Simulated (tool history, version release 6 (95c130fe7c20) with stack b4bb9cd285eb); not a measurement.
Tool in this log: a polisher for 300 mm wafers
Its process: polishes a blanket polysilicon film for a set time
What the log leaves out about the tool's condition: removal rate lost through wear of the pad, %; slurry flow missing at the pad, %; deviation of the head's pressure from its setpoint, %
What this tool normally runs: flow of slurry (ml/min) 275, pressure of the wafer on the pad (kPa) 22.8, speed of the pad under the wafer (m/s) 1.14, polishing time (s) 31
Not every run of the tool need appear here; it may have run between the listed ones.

run    hour  flow of slurry (ml/min)  pressure of the wafer on the pad (kPa)  speed of the pad under the wafer (m/s)  polishing time (s)  wafers since the last listed run  wafers polished on this pad  hours since the slurry nozzle was cleaned  hours since the head pressure was calibrated  incoming thickness of the incoming film, nm  film removed (nm)
  1       0                      275                                    22.8                                    1.14                  31                                 0                         3656                                      185.2                                          13.9                                        971.2              310.7
         18  -- worn pad replaced by a new one
  2    82.4                      275                                    22.8                                    1.14                  31                              1220                         1002                                      267.6                                          96.3                                        978.2              320.9
  3     174                      275                                    22.8                                    1.14                  31                              1425                         2427                                      359.2                                         187.9                                        994.1              322.6
  4   223.7                      275                                    17.2                                    1.14                  24                               773                         3201                                      408.9                                         237.6                                        989.3              206.9
  5   262.2                      275                                    17.2                                    1.14                  24                               599                         3800                                      447.4                                         276.1                                        963.9              208.7
      314.6  -- worn pad replaced by a new one
  6   324.5                      275                                    17.2                                    1.14                  24                               907                          154                                      509.7                                         338.4                                        986.3              211.7
      423.2  -- slurry nozzle cleaned
  7   430.3                      275                                    22.8                                    1.14                  31                              1631                         1785                                        7.1                                         444.2                                        991.6              316.9
  8   535.5                      275                                    22.8                                    1.14                  31                              1637                         3423                                      112.3                                         549.4                                        966.4              313.5
      567.7  -- worn pad replaced by a new one
  9   634.1                      275                                    22.8                                    1.14                  31                              1472                         1033                                      210.9                                           648                                        981.7              321.3
      670.8  -- head pressure recalibrated
 10   678.3                      275                                    22.8                                    1.14                  31                               656                         1690                                      255.1                                           7.5                                        994.1              318.6
 11   763.4                      360                                    22.8                                    0.74                  21                              1324                         3014                                      340.2                                          92.6                                         1001              141.3
 12   832.5                      215                                    22.8                                    1.14                  31                              1075                         4090                                      409.3                                         161.7                                        981.7              304.8
      868.8  -- worn pad replaced by a new one
 13   895.2                      275                                    17.2                                    1.14                  24                               913                          410                                        472                                         224.4                                        958.7              215.4
 14   941.7                      345                                    22.8                                    1.14                  31                               723                         1134                                      518.5                                         270.9                                        983.2              328.1
      994.2  -- slurry nozzle cleaned
 15  1024.5                      190                                    15.9                                    1.14                  31                              1273                         2407                                       30.3                                         353.7                                        972.9              253.4
     1104.2  -- worn pad replaced by a new one
 16  1108.2                      320                                    16.5                                     1.4                  31                              1240                           62                                        114                                         437.4                                        981.7              337.9
 17  1169.9                      275                                    18.6                                    0.84                  26                               960                         1023                                      175.7                                         499.1                                        983.8              175.6
 18  1246.3                      275                                    22.8                                    1.14                  31                              1189                         2212                                      252.1                                         575.5                                        978.1              321.9
 19  1331.4                      230                                    22.8                                    1.14                  31                              1324                         3537                                      337.2                                         660.6                                        980.7              312.4

For some of the steps in film removed (nm) from one run to the next: how much would appear even if the tool had no hidden state, given the settings, what came in and random variation, and how much remains for the hidden state plus any gauge scatter that the measured result and the result without hidden state don't share?
Run 10 -> 11: flow of slurry (ml/min) 275 -> 360, speed of the pad under the wafer (m/s) 1.14 -> 0.74, polishing time (s) 31 -> 21. film removed (nm) -177.3: hidden state +0, all else -177.3.
Run 12 -> 13: flow of slurry (ml/min) 215 -> 275, pressure of the wafer on the pad (kPa) 22.8 -> 17.2, polishing time (s) 31 -> 24, worn pad replaced by a new one. film removed (nm) -89.4: hidden state +16.7, all else -106.1.
